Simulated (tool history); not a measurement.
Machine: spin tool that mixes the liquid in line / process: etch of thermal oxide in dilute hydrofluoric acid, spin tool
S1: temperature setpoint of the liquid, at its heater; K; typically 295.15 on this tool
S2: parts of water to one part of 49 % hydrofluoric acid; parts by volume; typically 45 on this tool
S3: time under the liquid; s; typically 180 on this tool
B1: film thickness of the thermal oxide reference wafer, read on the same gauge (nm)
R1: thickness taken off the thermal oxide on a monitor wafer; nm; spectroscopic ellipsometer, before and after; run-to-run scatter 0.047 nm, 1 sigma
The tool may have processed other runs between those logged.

run 1 day=0.000 | S1=295.15 S2=45 S3=180 | B1=50.00 | R1=16.90
run 2 day=0.617 | S1=295.15 S2=45 S3=130 | B1=49.98 | R1=12.18
run 3 day=1.208 | S1=295.15 S2=45 S3=130 | B1=49.99 | R1=12.15
run 4 day=1.758 | S1=295.15 S2=45 S3=130 | B1=50.01 | R1=12.15
run 5 day=2.338 | S1=298.15 S2=45 S3=250 | B1=50.01 | R1=26.61
run 6 day=2.725 | S1=298.15 S2=45 S3=250 | B1=49.97 | R1=26.53
run 7 day=3.167 | S1=298.15 S2=45 S3=250 | B1=49.98 | R1=26.72
run 8 day=3.604 | S1=295.15 S2=45 S3=180 | B1=50.01 | R1=16.85
-- day=3.754 thermometer replaced
run 9 day=3.950 | S1=295.15 S2=45 S3=180 | B1=50.00 | R1=18.89
run 10 day=4.662 | S1=295.15 S2=45 S3=130 | B1=49.99 | R1=13.67
run 11 day=5.304 | S1=292.15 S2=60 S3=180 | B1=50.06 | R1=12.22
run 12 day=5.800 | S1=295.15 S2=45 S3=125 | B1=49.97 | R1=13.13
-- day=5.954 hydrofluoric acid flow meter replaced
run 13 day=6.517 | S1=295.15 S2=45 S3=180 | B1=49.99 | R1=17.93
-- day=6.796 gauge calibrated
run 14 day=7.204 | S1=295.15 S2=45 S3=130 | B1=49.96 | R1=12.85
run 15 day=7.858 | S1=295.15 S2=60 S3=180 | B1=50.02 | R1=13.20
run 16 day=8.533 | S1=298.15 S2=45 S3=240 | B1=50.00 | R1=26.95
run 17 day=8.858 | S1=295.15 S2=45 S3=280 | B1=50.03 | R1=27.76
run 18 day=9.600 | S1=295.15 S2=25 S3=250 | B1=50.01 | R1=46.11
run 19 day=10.254 | S1=295.15 S2=45 S3=280 | B1=50.01 | R1=27.94

Exercise: give the hidden state of the tool at every run:
gauge reads high (%): 0 across all the runs
H1: liquid colder than its thermometer reads (K)
H2: hydrofluoric acid flow above the setpoint (%)
run=1 H1=2.55 H2=4.09
run=2 H1=2.57 H2=4.26
run=3 H1=2.59 H2=4.42
run=4 H1=2.6 H2=4.58
run=5 H1=2.62 H2=4.74
run=6 H1=2.63 H2=4.84
run=7 H1=2.64 H2=4.97
run=8 H1=2.66 H2=5.09
run=9 H1=0.152 H2=5.18
run=10 H1=0.174 H2=5.38
run=11 H1=0.193 H2=5.56
run=12 H1=0.207 H2=5.7
run=13 H1=0.229 H2=0.486
run=14 H1=0.249 H2=0.677
run=15 H1=0.269 H2=0.858
run=16 H1=0.289 H2=1.05
run=17 H1=0.299 H2=1.14
run=18 H1=0.321 H2=1.34
run=19 H1=0.34 H2=1.52
